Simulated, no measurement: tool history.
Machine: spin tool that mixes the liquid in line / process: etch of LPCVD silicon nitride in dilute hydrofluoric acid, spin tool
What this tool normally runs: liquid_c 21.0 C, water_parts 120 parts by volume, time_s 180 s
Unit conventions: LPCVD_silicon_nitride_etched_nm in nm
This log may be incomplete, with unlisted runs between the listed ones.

run	hour	liquid_c	water_parts	time_s	wafers since the last listed run	hours since the thermometer was replaced	hours since the hydrofluoric acid flow meter was replaced	hours since the gauge calibration	read-back film thickness of the LPCVD silicon nitride reference wafer, read on the same gauge (nm)	LPCVD_silicon_nitride_etched_nm
1	0.0	21.0	120	180	0	602.4	288.2	315.8	150.025	0.507
2	58.3	21.0	120	180	359	660.7	346.5	374.1	150.003	0.516
3	127.6	21.0	120	180	426	730.0	415.8	443.4	150.013	0.521
4	282.1	23.0	120	210	951	884.5	570.3	597.9	149.986	0.606
5	324.3	23.0	120	210	259	926.7	612.5	640.1	149.989	0.638
6	387.3	23.0	120	210	388	989.7	675.5	703.1	149.994	0.627
7	442.9	21.0	105	225	342	1045.3	731.1	758.7	150.001	0.654
# hour 483.7: hydrofluoric acid flow meter replaced
8	489.1	21.0	165	180	278	1091.5	5.4	804.9	150.024	0.381
9	617.9	21.0	120	180	793	1220.3	134.2	933.7	149.994	0.459
10	677.1	21.0	120	180	364	1279.5	193.4	992.9	150.003	0.472
# hour 713.8: thermometer replaced
# hour 717.9: gauge calibrated
11	748.4	23.5	85	265	433	34.6	264.7	30.5	149.994	1.289
12	788.6	23.0	120	210	247	74.8	304.9	70.7	150.007	0.739
13	813.2	17.0	70	245	151	99.4	329.5	95.3	149.996	0.946
14	879.5	22.5	75	145	408	165.7	395.8	161.6	149.991	0.781
15	949.5	21.0	95	140	431	235.7	465.8	231.6	150.013	0.480
16	977.1	21.0	120	180	170	263.3	493.4	259.2	150.003	0.506
17	1010.8	23.0	120	210	207	297.0	527.1	292.9	150.018	0.689
18	1040.6	21.0	120	100	183	326.8	556.9	322.7	150.032	0.272
19	1092.0	21.0	120	245	316	378.2	608.3	374.1	150.003	0.673
20	1125.5	24.0	145	125	206	411.7	641.8	407.6	150.009	0.358

Measured less the same run without the tool's hidden state. The same run-to-run variation is in both; the gauge's scatter may not be:
Hidden state at play: liquid colder than its thermometer reads (K); hydrofluoric acid flow below the setpoint (%); gauge reads high (%).
run	LPCVD_silicon_nitride_etched_nm
1	-0.093
2	-0.106
3	-0.119
4	-0.171
5	-0.191
6	-0.203
7	-0.228
8	-0.075
9	-0.112
10	-0.126
11	-0.087
12	-0.059
13	-0.083
14	-0.084
15	-0.063
16	-0.071
17	-0.105
18	-0.044
19	-0.121
20	-0.068

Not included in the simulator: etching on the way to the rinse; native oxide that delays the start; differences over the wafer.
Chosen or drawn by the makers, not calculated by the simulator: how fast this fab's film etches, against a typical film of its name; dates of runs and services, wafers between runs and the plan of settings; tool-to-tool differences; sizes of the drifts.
